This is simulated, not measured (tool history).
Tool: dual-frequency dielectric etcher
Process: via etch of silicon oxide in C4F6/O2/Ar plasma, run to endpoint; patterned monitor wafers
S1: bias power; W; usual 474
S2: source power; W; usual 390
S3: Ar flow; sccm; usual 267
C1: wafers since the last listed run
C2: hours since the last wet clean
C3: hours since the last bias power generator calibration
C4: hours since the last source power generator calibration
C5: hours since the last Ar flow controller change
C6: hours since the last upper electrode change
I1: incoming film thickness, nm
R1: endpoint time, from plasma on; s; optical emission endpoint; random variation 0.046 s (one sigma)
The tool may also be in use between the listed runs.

run,hour,S1,S2,S3,C1,C2,C3,C4,C5,C6,I1,R1
1,0,474,360,267,0,290,2540.5,3156.3,2879.2,2861.2,69.1,15.4
# hour 90.4: wet clean of the chamber
2,103.5,474,360,267,1049,13.1,2644,3259.8,2982.7,2964.7,69.4,15.6
3,150.6,474,390,267,621,60.2,2691.1,3306.9,3029.8,3011.8,69.2,15.2
4,196.2,474,390,267,601,105.8,2736.7,3352.5,3075.4,3057.4,69.2,15.1
5,240.2,474,390,267,580,149.8,2780.7,3396.5,3119.4,3101.4,69.2,15.1
6,305.5,474,390,267,861,215.1,2846,3461.8,3184.7,3166.7,68.5,14.9
7,358.7,474,390,267,702,268.3,2899.2,3515,3237.9,3219.9,69.4,15
8,429.8,474,390,267,938,339.4,2970.3,3586.1,3309,3291,68.7,14.8
# hour 488.8: wet clean of the chamber
9,512.9,474,390,267,779,24.1,3053.4,3669.2,3392.1,3374.1,68.7,15.1
10,588.6,474,390,267,998,99.8,3129.1,3744.9,3467.8,3449.8,68.8,15.1
11,626.2,474,350,267,496,137.4,3166.7,3782.5,3505.4,3487.4,68.9,15.5
12,750.7,474,360,267,1642,261.9,3291.2,3907,3629.9,3611.9,69.4,15.4
13,834.8,358,350,267,1109,346,3375.3,3991.1,3714,3696,68.7,16.7
# hour 860.5: source power generator calibrated
# hour 882: wet clean of the chamber
14,917.1,474,390,325,749,35.1,3457.6,56.6,3796.3,3778.3,68,15.4
15,980.5,560,440,267,836,98.5,3521,120,3859.7,3841.7,68.8,13.8
16,1018.9,527,390,215,506,136.9,3559.4,158.4,3898.1,3880.1,68.3,14.2
# hour 1239.9: wet clean of the chamber
# hour 1281.2: Ar flow controller replaced
# hour 1291.1: bias power generator calibrated
# hour 1305.5: upper electrode replaced
17,1323.1,523,390,226,3375,83.2,32,462.6,41.9,17.6,68.7,14.4
18,1401.4,523,390,226,1033,161.5,110.3,540.9,120.2,95.9,69.5,14.4
19,1487.1,433,470,210,1130,247.2,196,626.6,205.9,181.6,69.8,14.3
# hour 1583.6: wet clean of the chamber
20,1584.1,431,390,267,963,0.5,293,723.6,302.9,278.6,68.4,15.7
21,1625,444,460,267,539,41.4,333.9,764.5,343.8,319.5,69.1,14.8
22,1661,474,390,212,475,77.4,369.9,800.5,379.8,355.5,69.1,14.8
23,1755.5,377,390,267,1246,171.9,464.4,895,474.3,450,69.2,16.2

How the hidden state differs across the entries between the runs, from the last listed run before each to the first after it:
Between runs 1 and 2: wet clean of the chamber (hour 90.4)
  etch rate over this chamber's usual, %: 1.31 -> 0.176
Between runs 8 and 9: wet clean of the chamber (hour 488.8)
  etch rate over this chamber's usual, %: 2.09 -> 0.14
Between runs 13 and 14: source power generator calibrated (hour 860.5); wet clean of the chamber (hour 882)
  etch rate over this chamber's usual, %: 2.03 -> 0.092
Between runs 16 and 17: wet clean of the chamber (hour 1239.9); Ar flow controller replaced (hour 1281.2); bias power generator calibrated (hour 1291.1); upper electrode replaced (hour 1305.5)
  etch rate over this chamber's usual, %: 0.691 -> 0.586
Between runs 19 and 20: wet clean of the chamber (hour 1583.6)
  etch rate over this chamber's usual, %: 1.55 -> -0.483
